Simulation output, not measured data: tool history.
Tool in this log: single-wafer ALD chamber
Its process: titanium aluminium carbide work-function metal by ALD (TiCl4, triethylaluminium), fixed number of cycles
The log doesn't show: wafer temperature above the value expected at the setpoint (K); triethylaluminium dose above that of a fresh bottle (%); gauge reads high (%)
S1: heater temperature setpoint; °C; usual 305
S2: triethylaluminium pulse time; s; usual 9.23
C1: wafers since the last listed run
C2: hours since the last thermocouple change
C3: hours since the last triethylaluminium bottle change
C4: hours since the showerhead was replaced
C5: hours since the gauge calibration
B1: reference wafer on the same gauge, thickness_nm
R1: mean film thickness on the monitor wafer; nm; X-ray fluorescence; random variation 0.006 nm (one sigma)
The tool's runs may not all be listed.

run   hour   S1     S2   C1      C2      C3      C4     C5     B1     R1
  1    0.0  305   6.90    0   936.7  1361.8  2505.8   83.1  2.100  2.166
  2   14.1  305   6.90  138   950.8  1375.9  2519.9   97.2  2.101  2.161
  3   36.9  305   9.23  223   973.6  1398.7  2542.7  120.0  2.100  2.293
  4   50.7  305   9.23  135   987.4  1412.5  2556.5  133.8  2.099  2.282
  5   85.6  305   9.23  341  1022.3  1447.4  2591.4  168.7  2.102  2.292
  6  111.4  305   9.23  252  1048.1  1473.2  2617.2  194.5  2.101  2.290
  7  154.8  305  10.38  424  1091.5  1516.6  2660.6  237.9  2.101  2.322
  8  184.1  305  10.38  286  1120.8  1545.9  2689.9  267.2  2.099  2.326
     196.1  -- showerhead replaced
  9  209.2  296  11.69  167  1145.9  1571.0    13.1  292.3  2.099  2.255
     243.5  -- triethylaluminium bottle replaced
 10  244.0  305   9.23  262  1180.7     0.5    47.9  327.1  2.102  2.366
 11  254.1  295  10.78   98  1190.8    10.6    58.0  337.2  2.100  2.303
     342.5  -- thermocouple changed; heater temperature recalibrated
 12  343.0  295  10.63  791     0.5    99.5   146.9  426.1  2.099  2.295
     352.0  -- gauge calibrated
 13  356.0  314  11.61  127    13.5   112.5   159.9    4.0  2.098  2.529
 14  375.6  314   7.03  191    33.1   132.1   179.5   23.6  2.101  2.364
 15  409.4  305   9.23  330    66.9   165.9   213.3   57.4  2.099  2.374
 16  442.4  305   9.23  322    99.9   198.9   246.3   90.4  2.100  2.369
 17  478.0  296  11.83  348   135.5   234.5   281.9  126.0  2.102  2.332

Consider 3 possible next runs. They are alternatives, not a sequence: every one starts from the tool as it was left by run 17. What does each give?
  A  478.4  300   9.23   3  135.9  234.9  282.3  126.4   ?   ?
  B  478.4  305   7.27   3  135.9  234.9  282.3  126.4   ?   ?
  C  478.4  297  11.74   3  135.9  234.9  282.3  126.4   ?   ?

run     B1     R1
  A  2.101  2.319
  B  2.101  2.287
  C  2.101  2.346
Without the tool's hidden state the same runs would have given:
run     R1
  A  2.343
  B  2.321
  C  2.360
